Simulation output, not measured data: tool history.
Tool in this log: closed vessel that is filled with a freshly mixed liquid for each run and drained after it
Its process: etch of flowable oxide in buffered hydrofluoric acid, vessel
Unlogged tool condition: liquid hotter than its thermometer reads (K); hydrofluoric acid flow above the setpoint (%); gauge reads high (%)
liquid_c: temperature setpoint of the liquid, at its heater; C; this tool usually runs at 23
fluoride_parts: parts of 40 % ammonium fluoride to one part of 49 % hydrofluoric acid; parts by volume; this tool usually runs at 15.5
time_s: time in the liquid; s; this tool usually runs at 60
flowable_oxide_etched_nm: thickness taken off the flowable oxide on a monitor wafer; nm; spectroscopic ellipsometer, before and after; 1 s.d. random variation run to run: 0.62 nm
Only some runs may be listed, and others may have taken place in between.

run,hour,liquid_c,fluoride_parts,time_s,wafers since the last listed run,hours since the thermometer was replaced,hours since the hydrofluoric acid flow meter was replaced,hours since the gauge calibration,"read-back film thickness of the flowable oxide reference wafer, read on the same gauge (nm)",flowable_oxide_etched_nm
1,0,23,15.5,75,0,2322.9,1677.1,2226.1,149.99,126.98
2,45.1,23,15.5,60,3942,2368,1722.2,2271.2,150,100.65
3,108,23,15.5,40,5498,2430.9,1785.1,2334.1,149.97,67.26
# hour 131.1: thermometer replaced
4,159.6,23,15.5,40,4423,28.5,1836.7,2385.7,150.01,66.92
5,224.8,23,15.5,40,5699,93.7,1901.9,2450.9,150.01,67.71
6,269.4,23,11.5,60,3899,138.3,1946.5,2495.5,149.98,136.17
7,307.8,23,11.5,60,3357,176.7,1984.9,2533.9,150,136.29
8,353.4,23,11.5,60,3986,222.3,2030.5,2579.5,150,137.72
9,449.8,23,15.5,60,8427,318.7,2126.9,2675.9,149.97,101.69
10,506.9,23,18.5,85,4991,375.8,2184,2733,150,120.94
11,578.5,23,12.5,60,6259,447.4,2255.6,2804.6,150,126.01
# hour 624.3: hydrofluoric acid flow meter replaced
12,676.8,25,10,30,8506,545.7,52.5,2902.9,150.01,83.72
13,776.3,23,15.5,60,8698,645.2,152,3002.4,150,97.38
14,831.5,23,15.5,60,4825,700.4,207.2,3057.6,149.98,99.01
# hour 866: gauge calibrated
15,930.9,23,21,60,8689,799.8,306.6,64.9,150.02,73.64
16,982.4,21.5,18.5,60,4502,851.3,358.1,116.4,149.99,76.67
17,1056.8,23,15.5,60,6504,925.7,432.5,190.8,150,99.34
18,1108.7,23,15.5,45,4537,977.6,484.4,242.7,149.98,73.93
19,1249.6,24.5,11.5,45,12317,1118.5,625.3,383.6,149.99,108.98
20,1303.6,23,13,80,4720,1172.5,679.3,437.6,149.99,156.44
21,1347.1,26.5,18,45,3802,1216,722.8,481.1,149.99,76.52
22,1390.2,27.5,19,35,3767,1259.1,765.9,524.2,150.02,60.41
23,1512.8,23,15.5,70,10717,1381.7,888.5,646.8,150.01,115.89
24,1560.6,23,10,75,4178,1429.5,936.3,694.6,150,191.54
25,1643.6,25,20,40,7256,1512.5,1019.3,777.6,150,57.72
26,1706.2,23,17.5,60,5472,1575.1,1081.9,840.2,150.01,88.63
27,1790.2,24.5,13.5,95,7343,1659.1,1165.9,924.2,150,195.18
28,1853.8,23,20.5,80,5560,1722.7,1229.5,987.8,149.98,102.49
29,1928.5,23,15.5,70,6530,1797.4,1304.2,1062.5,149.99,115.66
30,1983.8,18.5,10.5,30,4834,1852.7,1359.5,1117.8,150,56.56
31,2058,18,17.5,60,6486,1926.9,1433.7,1192,150.02,67.19
32,2140.6,23,15.5,60,7221,2009.5,1516.3,1274.6,150,100.69

Each row is a separate what-if for the run after 32, all from the same tool condition, not one after another. Results?
A,2141.3,25.5,15.5,60,61,2010.2,1517,1275.3,?,?
B,2141.3,28,15.5,60,61,2010.2,1517,1275.3,?,?
C,2141.3,18.5,17.5,95,61,2010.2,1517,1275.3,?,?
D,2141.3,23,21,75,61,2010.2,1517,1275.3,?,?
E,2141.3,28,10.5,60,61,2010.2,1517,1275.3,?,?

run,"read-back film thickness of the flowable oxide reference wafer, read on the same gauge (nm)",flowable_oxide_etched_nm
A,150,115
B,150,131.51
C,150,109.66
D,150,93.44
E,150,192.38
With the hidden condition removed and each run's random variation left untouched, the same runs would have given:
run,flowable_oxide_etched_nm
A,111.38
B,127.38
C,106.2
D,91.37
E,186.4
